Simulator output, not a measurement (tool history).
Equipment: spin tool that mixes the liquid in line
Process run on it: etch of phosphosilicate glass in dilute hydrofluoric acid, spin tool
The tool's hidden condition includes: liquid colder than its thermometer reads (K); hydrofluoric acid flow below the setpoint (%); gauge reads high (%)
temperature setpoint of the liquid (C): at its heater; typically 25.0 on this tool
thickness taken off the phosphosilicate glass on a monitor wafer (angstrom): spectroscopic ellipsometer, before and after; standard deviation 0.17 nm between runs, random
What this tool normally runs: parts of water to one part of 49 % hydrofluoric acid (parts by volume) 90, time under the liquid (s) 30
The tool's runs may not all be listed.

run	hour	temperature setpoint of the liquid (C)	parts of water to one part of 49 % hydrofluoric acid (parts by volume)	time under the liquid (s)	wafers since the last listed run	hours since the thermometer was replaced	hours since the hydrofluoric acid flow meter was replaced	hours since the gauge calibration	read-back film thickness of the phosphosilicate glass reference wafer, read on the same gauge (nm)	thickness taken off the phosphosilicate glass on a monitor wafer (angstrom)
1	0.0	24.0	90	20	0	305.3	1591.9	144.8	70.01	242.1
2	13.6	24.0	90	20	198	318.9	1605.5	158.4	70.02	242.2
3	28.5	24.0	90	20	216	333.8	1620.4	173.3	69.97	240.2
4	46.2	25.0	90	30	257	351.5	1638.1	191.0	69.98	376.3
5	64.0	25.0	90	30	259	369.3	1655.9	208.8	70.05	374.2
6	71.3	25.0	90	30	106	376.6	1663.2	216.1	69.96	372.0
7	81.1	25.0	90	30	142	386.4	1673.0	225.9	70.03	371.0
8	95.3	25.0	90	30	206	400.6	1687.2	240.1	70.02	373.2
9	101.7	21.0	90	30	93	407.0	1693.6	246.5	69.99	319.5
10	108.4	21.0	90	30	97	413.7	1700.3	253.2	69.99	317.6
11	122.6	21.0	90	30	206	427.9	1714.5	267.4	70.00	317.8
# hour 133.5: gauge calibrated
12	136.0	25.0	115	30	195	441.3	1727.9	2.5	70.00	280.0
13	153.9	28.5	115	15	260	459.2	1745.8	20.4	70.03	159.8
14	169.1	29.5	115	15	221	474.4	1761.0	35.6	70.01	166.0
15	176.1	25.0	105	30	101	481.4	1768.0	42.6	70.01	311.2
16	219.2	28.5	65	40	627	524.5	1811.1	85.7	69.97	808.3
17	235.7	25.0	90	30	240	541.0	1827.6	102.2	70.02	371.4
18	251.3	25.0	90	30	227	556.6	1843.2	117.8	70.03	366.7
# hour 258.4: hydrofluoric acid flow meter replaced
# hour 264.6: thermometer replaced
19	265.1	27.5	75	45	171	0.5	6.7	131.6	69.97	874.5
20	281.4	20.0	115	40	237	16.8	23.0	147.9	70.00	354.4
21	298.8	22.0	70	20	253	34.2	40.4	165.3	69.97	335.5
22	310.8	25.0	125	25	174	46.2	52.4	177.3	70.01	245.5
23	323.6	25.0	60	30	186	59.0	65.2	190.1	70.01	668.4
24	333.1	27.5	120	35	138	68.5	74.7	199.6	69.99	394.8

3 ways to go on from here, each from the tool as it stands after run 24. What would each give?
A	333.5	23.5	90	30	5	68.9	75.1	200.0	?	?
B	333.5	22.0	90	45	5	68.9	75.1	200.0	?	?
C	333.5	25.0	75	20	5	68.9	75.1	200.0	?	?

run	read-back film thickness of the phosphosilicate glass reference wafer, read on the same gauge (nm)	thickness taken off the phosphosilicate glass on a monitor wafer (angstrom)
A	69.96	401.8
B	69.96	567.3
C	69.96	348.0
Stripped of hidden state, with their random variation kept, the same runs would have yielded:
run	thickness taken off the phosphosilicate glass on a monitor wafer (angstrom)
A	408.9
B	577.3
C	354.1
